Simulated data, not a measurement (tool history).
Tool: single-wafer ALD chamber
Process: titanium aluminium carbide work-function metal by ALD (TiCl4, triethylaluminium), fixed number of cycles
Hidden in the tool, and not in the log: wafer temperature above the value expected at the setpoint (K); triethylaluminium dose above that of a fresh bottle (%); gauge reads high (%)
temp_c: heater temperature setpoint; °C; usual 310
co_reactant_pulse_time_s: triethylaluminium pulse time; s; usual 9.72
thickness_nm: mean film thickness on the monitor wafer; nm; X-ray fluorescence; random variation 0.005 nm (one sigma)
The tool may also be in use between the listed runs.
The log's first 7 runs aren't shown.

run   hour  temp_c  co_reactant_pulse_time_s  wafers since the last listed run  hours since the last thermocouple change  hours since the last triethylaluminium bottle change  hours since the showerhead was replaced  hours since the gauge calibration  read-back reference wafer on the same gauge, thickness_nm  thickness_nm
  8   90.5     310                     13.08                                92                                      34.4                                                1121.9                                    151.8                               53.9                                                      1.770         2.006
  9  106.4     322                     12.60                               169                                      50.3                                                1137.8                                    167.7                               69.8                                                      1.769         2.072
     150.6  -- triethylaluminium bottle replaced
 10  156.8     300                     12.91                               453                                     100.7                                                   6.2                                    218.1                              120.2                                                      1.770         1.975
 11  171.2     317                      9.72                               153                                     115.1                                                  20.6                                    232.5                              134.6                                                      1.770         2.050
 12  187.6     299                      7.20                               175                                     131.5                                                  37.0                                    248.9                              151.0                                                      1.770         1.786
 13  194.5     310                     10.90                                73                                     138.4                                                  43.9                                    255.8                              157.9                                                      1.769         2.023
 14  203.8     300                     11.03                                99                                     147.7                                                  53.2                                    265.1                              167.2                                                      1.770         1.950
 15  212.4     310                      9.72                                91                                     156.3                                                  61.8                                    273.7                              175.8                                                      1.770         1.996
 16  223.4     316                     13.38                               117                                     167.3                                                  72.8                                    284.7                              186.8                                                      1.771         2.109
 17  247.4     310                      9.72                               256                                     191.3                                                  96.8                                    308.7                              210.8                                                      1.770         1.991
 18  253.5     325                     11.76                                65                                     197.4                                                 102.9                                    314.8                              216.9                                                      1.770         2.158
 19  270.4     310                      9.72                               180                                     214.3                                                 119.8                                    331.7                              233.8                                                      1.770         1.996
 20  285.0     304                     13.48                               155                                     228.9                                                 134.4                                    346.3                              248.4                                                      1.770         2.006
 21  292.2     295                      9.72                                76                                     236.1                                                 141.6                                    353.5                              255.6                                                      1.770         1.884
 22  301.3     323                      7.52                                97                                     245.2                                                 150.7                                    362.6                              264.7                                                      1.771         1.976
 23  308.3     296                      6.90                                74                                     252.2                                                 157.7                                    369.6                              271.7                                                      1.769         1.733
 24  317.4     310                      9.72                                97                                     261.3                                                 166.8                                    378.7                              280.8                                                      1.770         1.995
 25  325.8     320                      9.72                                89                                     269.7                                                 175.2                                    387.1                              289.2                                                      1.770         2.078
 26  342.3     316                      7.03                               176                                     286.2                                                 191.7                                    403.6                              305.7                                                      1.770         1.885
 27  358.0     305                      7.31                               167                                     301.9                                                 207.4                                    419.3                              321.4                                                      1.770         1.828
 28  373.8     310                      9.72                               168                                     317.7                                                 223.2                                    435.1                              337.2                                                      1.769         1.996
 29  388.9     301                      7.50                               161                                     332.8                                                 238.3                                    450.2                              352.3                                                      1.769         1.823
 30  399.1     310                      9.72                               108                                     343.0                                                 248.5                                    460.4                              362.5                                                      1.770         1.990
 31  408.7     317                      7.35                               102                                     352.6                                                 258.1                                    470.0                              372.1                                                      1.770         1.924
 32  426.2     310                      8.33                               186                                     370.1                                                 275.6                                    487.5                              389.6                                                      1.771         1.930

5 ways to go on from here, each from the tool as it stands after run 32. What would each give?
  A  426.6     310                     11.55                                 4                                     370.5                                                 276.0                                    487.9                              390.0                                                          ?             ?
  B  426.6     305                     11.29                                 4                                     370.5                                                 276.0                                    487.9                              390.0                                                          ?             ?
  C  426.6     310                      7.75                                 4                                     370.5                                                 276.0                                    487.9                              390.0                                                          ?             ?
  D  426.6     325                      7.63                                 4                                     370.5                                                 276.0                                    487.9                              390.0                                                          ?             ?
  E  426.6     301                      7.58                                 4                                     370.5                                                 276.0                                    487.9                              390.0                                                          ?             ?

run  read-back reference wafer on the same gauge, thickness_nm  thickness_nm
  A                                                      1.770         2.028
  B                                                      1.770         1.987
  C                                                      1.770         1.894
  D                                                      1.770         1.990
  E                                                      1.770         1.819
Without the tool's hidden state the same runs would have given:
run  thickness_nm
  A         2.031
  B         1.990
  C         1.902
  D         1.999
  E         1.827
